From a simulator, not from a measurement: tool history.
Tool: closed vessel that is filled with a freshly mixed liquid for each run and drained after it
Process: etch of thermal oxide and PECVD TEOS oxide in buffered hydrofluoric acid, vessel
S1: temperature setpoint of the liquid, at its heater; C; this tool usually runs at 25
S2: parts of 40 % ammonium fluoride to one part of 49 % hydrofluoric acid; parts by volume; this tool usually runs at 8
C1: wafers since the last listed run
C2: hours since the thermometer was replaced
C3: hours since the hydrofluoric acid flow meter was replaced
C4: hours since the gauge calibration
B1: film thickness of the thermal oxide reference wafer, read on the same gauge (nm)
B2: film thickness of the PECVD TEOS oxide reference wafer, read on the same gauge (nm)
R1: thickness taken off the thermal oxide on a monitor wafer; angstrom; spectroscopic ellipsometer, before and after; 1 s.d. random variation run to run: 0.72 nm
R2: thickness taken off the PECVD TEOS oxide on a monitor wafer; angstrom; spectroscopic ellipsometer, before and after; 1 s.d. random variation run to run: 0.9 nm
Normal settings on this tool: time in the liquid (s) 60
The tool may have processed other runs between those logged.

run 1 hour=0 | S1=27 S2=8 time_in_the_liquid_(s)=60 | C1=0 C2=1477.7 C3=1558.8 C4=247.8 | B1=89.99 B2=50 | R1=996.2 R2=2178.6
run 2 hour=17.2 | S1=25 S2=8 time_in_the_liquid_(s)=60 | C1=1836 C2=1494.9 C3=1576 C4=265 | B1=89.99 B2=50 | R1=901.5 R2=1959.8
run 3 hour=34.6 | S1=25 S2=8 time_in_the_liquid_(s)=60 | C1=1857 C2=1512.3 C3=1593.4 C4=282.4 | B1=89.99 B2=50.02 | R1=913.4 R2=1957.3
run 4 hour=46.7 | S1=25 S2=8 time_in_the_liquid_(s)=60 | C1=1291 C2=1524.4 C3=1605.5 C4=294.5 | B1=89.99 B2=49.99 | R1=923.6 R2=1945.9
run 5 hour=56 | S1=25 S2=8 time_in_the_liquid_(s)=60 | C1=992 C2=1533.7 C3=1614.8 C4=303.8 | B1=89.99 B2=49.99 | R1=903.3 R2=1969.7
run 6 hour=62.9 | S1=25 S2=8 time_in_the_liquid_(s)=60 | C1=736 C2=1540.6 C3=1621.7 C4=310.7 | B1=89.99 B2=49.99 | R1=895.6 R2=1956
run 7 hour=90 | S1=25 S2=8 time_in_the_liquid_(s)=60 | C1=2892 C2=1567.7 C3=1648.8 C4=337.8 | B1=89.99 B2=50 | R1=896.5 R2=1953.9
run 8 hour=99.1 | S1=25 S2=8 time_in_the_liquid_(s)=60 | C1=971 C2=1576.8 C3=1657.9 C4=346.9 | B1=90 B2=50.01 | R1=902.1 R2=1959.3
run 9 hour=105.2 | S1=25 S2=8 time_in_the_liquid_(s)=60 | C1=651 C2=1582.9 C3=1664 C4=353 | B1=90.03 B2=50 | R1=893.9 R2=1946.4
run 10 hour=123 | S1=25 S2=8 time_in_the_liquid_(s)=60 | C1=1900 C2=1600.7 C3=1681.8 C4=370.8 | B1=89.99 B2=49.99 | R1=909.1 R2=1967.1
run 11 hour=131.6 | S1=23.5 S2=10 time_in_the_liquid_(s)=45 | C1=918 C2=1609.3 C3=1690.4 C4=379.4 | B1=89.98 B2=50 | R1=518.5 R2=1110.8
run 12 hour=147.4 | S1=22 S2=8 time_in_the_liquid_(s)=85 | C1=1686 C2=1625.1 C3=1706.2 C4=395.2 | B1=90 B2=49.99 | R1=1084.5 R2=2349.5
-- hour=152.2 hydrofluoric acid flow meter replaced
run 13 hour=161.4 | S1=25 S2=8 time_in_the_liquid_(s)=90 | C1=1387 C2=1639.1 C3=9.2 C4=409.2 | B1=89.97 B2=49.98 | R1=1367.9 R2=2930.5
run 14 hour=169.8 | S1=25 S2=8 time_in_the_liquid_(s)=60 | C1=896 C2=1647.5 C3=17.6 C4=417.6 | B1=89.98 B2=50.01 | R1=919.9 R2=1961.7
run 15 hour=178.6 | S1=25 S2=8 time_in_the_liquid_(s)=60 | C1=939 C2=1656.3 C3=26.4 C4=426.4 | B1=89.99 B2=50.01 | R1=907.3 R2=1959.3
-- hour=180.7 thermometer replaced
run 16 hour=189.7 | S1=21.5 S2=6 time_in_the_liquid_(s)=35 | C1=1078 C2=9 C3=37.5 C4=437.5 | B1=90.01 B2=50 | R1=574.8 R2=1257.3
run 17 hour=203.9 | S1=25 S2=8 time_in_the_liquid_(s)=60 | C1=1515 C2=23.2 C3=51.7 C4=451.7 | B1=90.01 B2=49.99 | R1=902.8 R2=1958.9
-- hour=207.8 gauge calibrated
run 18 hour=211.7 | S1=29 S2=5.5 time_in_the_liquid_(s)=85 | C1=832 C2=31 C3=59.5 C4=3.9 | B1=90.01 B2=49.99 | R1=2254.4 R2=4863.9
run 19 hour=221.7 | S1=25 S2=8 time_in_the_liquid_(s)=60 | C1=1067 C2=41 C3=69.5 C4=13.9 | B1=89.98 B2=50.01 | R1=903.8 R2=1967.3
run 20 hour=239.1 | S1=28 S2=5.5 time_in_the_liquid_(s)=35 | C1=1857 C2=58.4 C3=86.9 C4=31.3 | B1=90 B2=50.01 | R1=865.6 R2=1915
run 21 hour=254.1 | S1=20 S2=5 time_in_the_liquid_(s)=95 | C1=1601 C2=73.4 C3=101.9 C4=46.3 | B1=89.99 B2=50 | R1=1690 R2=3662.2
run 22 hour=271.1 | S1=27.5 S2=10 time_in_the_liquid_(s)=60 | C1=1814 C2=90.4 C3=118.9 C4=63.3 | B1=90.01 B2=49.99 | R1=852.8 R2=1864.2
run 23 hour=279.6 | S1=21.5 S2=6.5 time_in_the_liquid_(s)=75 | C1=907 C2=98.9 C3=127.4 C4=71.8 | B1=90 B2=50 | R1=1150.2 R2=2476.2
run 24 hour=290.3 | S1=25 S2=10.5 time_in_the_liquid_(s)=60 | C1=1142 C2=109.6 C3=138.1 C4=82.5 | B1=89.99 B2=50 | R1=708.7 R2=1548.5
run 25 hour=296.4 | S1=25 S2=8 time_in_the_liquid_(s)=30 | C1=651 C2=115.7 C3=144.2 C4=88.6 | B1=89.99 B2=50.03 | R1=453.2 R2=981.2

What does the tool deliver on the next run?
run 26 hour=306.3 | S1=25 S2=6.5 time_in_the_liquid_(s)=75 | C1=1056 C2=125.6 C3=154.1 C4=98.5 | B1=? B2=? | R1=? R2=?

{"run 26": {"B1": 89.99, "B2": 49.99, "R1": 1395.1, "R2": 3013.3}}
If the tool had no hidden condition, the same run with the same run-to-run variation would have returned R1 1395.1 angstrom, R2 3013.3 angstrom.
